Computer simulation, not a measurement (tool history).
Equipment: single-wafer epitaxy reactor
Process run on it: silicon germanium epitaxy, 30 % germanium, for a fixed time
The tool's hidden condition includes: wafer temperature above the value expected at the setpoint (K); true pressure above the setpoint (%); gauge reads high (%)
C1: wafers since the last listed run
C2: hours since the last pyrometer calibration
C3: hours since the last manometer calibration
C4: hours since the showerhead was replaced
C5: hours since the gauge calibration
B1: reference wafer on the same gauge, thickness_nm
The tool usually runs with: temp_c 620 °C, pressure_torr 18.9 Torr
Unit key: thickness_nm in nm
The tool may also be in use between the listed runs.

Run 1, hour 0: usual settings; C1 0; C2 1737.6; C3 962.7; C4 6176.2; C5 1018.8; B1 73.867. Result: thickness_nm 82.875 nm.
Run 2, hour 87.7: usual settings but temp_c 627 °C, pressure_torr 16.1 Torr; C1 2051; C2 1825.3; C3 1050.4; C4 6263.9; C5 1106.5; B1 73.876. Result: thickness_nm 87.873 nm.
Run 3, hour 178.4: usual settings but temp_c 627 °C, pressure_torr 16.1 Torr; C1 2121; C2 1916; C3 1141.1; C4 6354.6; C5 1197.2; B1 73.909. Result: thickness_nm 87.2 nm.
At hour 214.4: capacitance manometer re-zeroed and calibrated.
Run 4, hour 232: usual settings but temp_c 616 °C; C1 1066; C2 1969.6; C3 17.6; C4 6408.2; C5 1250.8; B1 73.885. Result: thickness_nm 79.802 nm.
Run 5, hour 320.9: usual settings; C1 2079; C2 2058.5; C3 106.5; C4 6497.1; C5 1339.7; B1 73.952. Result: thickness_nm 85.124 nm.
Run 6, hour 379.3: usual settings; C1 1366; C2 2116.9; C3 164.9; C4 6555.5; C5 1398.1; B1 73.856. Result: thickness_nm 84.297 nm.
Run 7, hour 485.5: usual settings but temp_c 615 °C, pressure_torr 22.2 Torr; C1 2484; C2 2223.1; C3 271.1; C4 6661.7; C5 1504.3; B1 73.891. Result: thickness_nm 82.678 nm.
Run 8, hour 796.3: usual settings but temp_c 625 °C, pressure_torr 21.1 Torr; C1 7270; C2 2533.9; C3 581.9; C4 6972.5; C5 1815.1; B1 73.854. Result: thickness_nm 93.78 nm.
Run 9, hour 861.7: usual settings but temp_c 625 °C, pressure_torr 21.1 Torr; C1 1529; C2 2599.3; C3 647.3; C4 7037.9; C5 1880.5; B1 73.801. Result: thickness_nm 93.77 nm.
At hour 883.7: pyrometer calibrated.
Run 10, hour 897.8: usual settings; C1 657; C2 14.1; C3 683.4; C4 7074; C5 1916.6; B1 73.99. Result: thickness_nm 83.689 nm.
Run 11, hour 982.9: usual settings; C1 1990; C2 99.2; C3 768.5; C4 7159.1; C5 2001.7; B1 74.03. Result: thickness_nm 83.631 nm.
Run 12, hour 1059.1: usual settings; C1 1782; C2 175.4; C3 844.7; C4 7235.3; C5 2077.9; B1 73.919. Result: thickness_nm 83.829 nm.
Run 13, hour 1108.3: usual settings but temp_c 631 °C, pressure_torr 14.7 Torr; C1 1150; C2 224.6; C3 893.9; C4 7284.5; C5 2127.1; B1 73.942. Result: thickness_nm 91.147 nm.
Run 14, hour 1170.3: usual settings but temp_c 615 °C, pressure_torr 22.2 Torr; C1 1450; C2 286.6; C3 955.9; C4 7346.5; C5 2189.1; B1 73.848. Result: thickness_nm 81.417 nm.
At hour 1206.3: gauge calibrated.
Run 15, hour 1248.9: usual settings but temp_c 632 °C, pressure_torr 15.2 Torr; C1 1838; C2 365.2; C3 1034.5; C4 7425.1; C5 42.6; B1 73.895. Result: thickness_nm 92.598 nm.
Run 16, hour 1318.9: usual settings but temp_c 609 °C, pressure_torr 20.9 Torr; C1 1637; C2 435.2; C3 1104.5; C4 7495.1; C5 112.6; B1 73.87. Result: thickness_nm 72.31 nm.
Run 17, hour 1424: usual settings; C1 2458; C2 540.3; C3 1209.6; C4 7600.2; C5 217.7; B1 73.986. Result: thickness_nm 83.05 nm.
At hour 1451.6: showerhead replaced.
At hour 1453.4: capacitance manometer re-zeroed and calibrated.
Run 18, hour 1480.4: usual settings; C1 1091; C2 596.7; C3 27; C4 28.8; C5 274.1; B1 73.839. Result: thickness_nm 85.219 nm.
Run 19, hour 1576.9: usual settings but temp_c 632 °C; C1 2257; C2 693.2; C3 123.5; C4 125.3; C5 370.6; B1 74.015. Result: thickness_nm 102.241 nm.
Run 20, hour 1675.8: usual settings but pressure_torr 14.9 Torr; C1 2313; C2 792.1; C3 222.4; C4 224.2; C5 469.5; B1 73.829. Result: thickness_nm 77.204 nm.
Run 21, hour 1782: usual settings but temp_c 606 °C, pressure_torr 23.6 Torr; C1 2484; C2 898.3; C3 328.6; C4 330.4; C5 575.7; B1 73.817. Result: thickness_nm 73.005 nm.
Run 22, hour 1826.8: usual settings but temp_c 610 °C, pressure_torr 23.5 Torr; C1 1047; C2 943.1; C3 373.4; C4 375.2; C5 620.5; B1 73.89. Result: thickness_nm 77.088 nm.
Run 23, hour 1868.7: usual settings but temp_c 630 °C, pressure_torr 22 Torr; C1 980; C2 985; C3 415.3; C4 417.1; C5 662.4; B1 73.911. Result: thickness_nm 104.309 nm.
Run 24, hour 1972.8: usual settings; C1 2435; C2 1089.1; C3 519.4; C4 521.2; C5 766.5; B1 73.854. Result: thickness_nm 83.984 nm.

Below are 3 alternative next runs, each starting from the tool's condition after run 24. Predict each:
Run A, hour 1973.2: usual settings but temp_c 634 °C; C1 9; C2 1089.5; C3 519.8; C4 521.6; C5 766.9; B1 ?. Result: thickness_nm ?.
Run B, hour 1973.2: usual settings but temp_c 609 °C; C1 9; C2 1089.5; C3 519.8; C4 521.6; C5 766.9; B1 ?. Result: thickness_nm ?.
Run C, hour 1973.2: usual settings but temp_c 628 °C, pressure_torr 21.5 Torr; C1 9; C2 1089.5; C3 519.8; C4 521.6; C5 766.9; B1 ?. Result: thickness_nm ?.

run      B1  thickness_nm
  A  73.928       104.955
  B  73.928        70.105
  C  73.928         99.99
Take away the tool's hidden state, keep each run's random variation, and the runs would have read:
run  thickness_nm
  A       107.187
  B        71.597
  C       102.118

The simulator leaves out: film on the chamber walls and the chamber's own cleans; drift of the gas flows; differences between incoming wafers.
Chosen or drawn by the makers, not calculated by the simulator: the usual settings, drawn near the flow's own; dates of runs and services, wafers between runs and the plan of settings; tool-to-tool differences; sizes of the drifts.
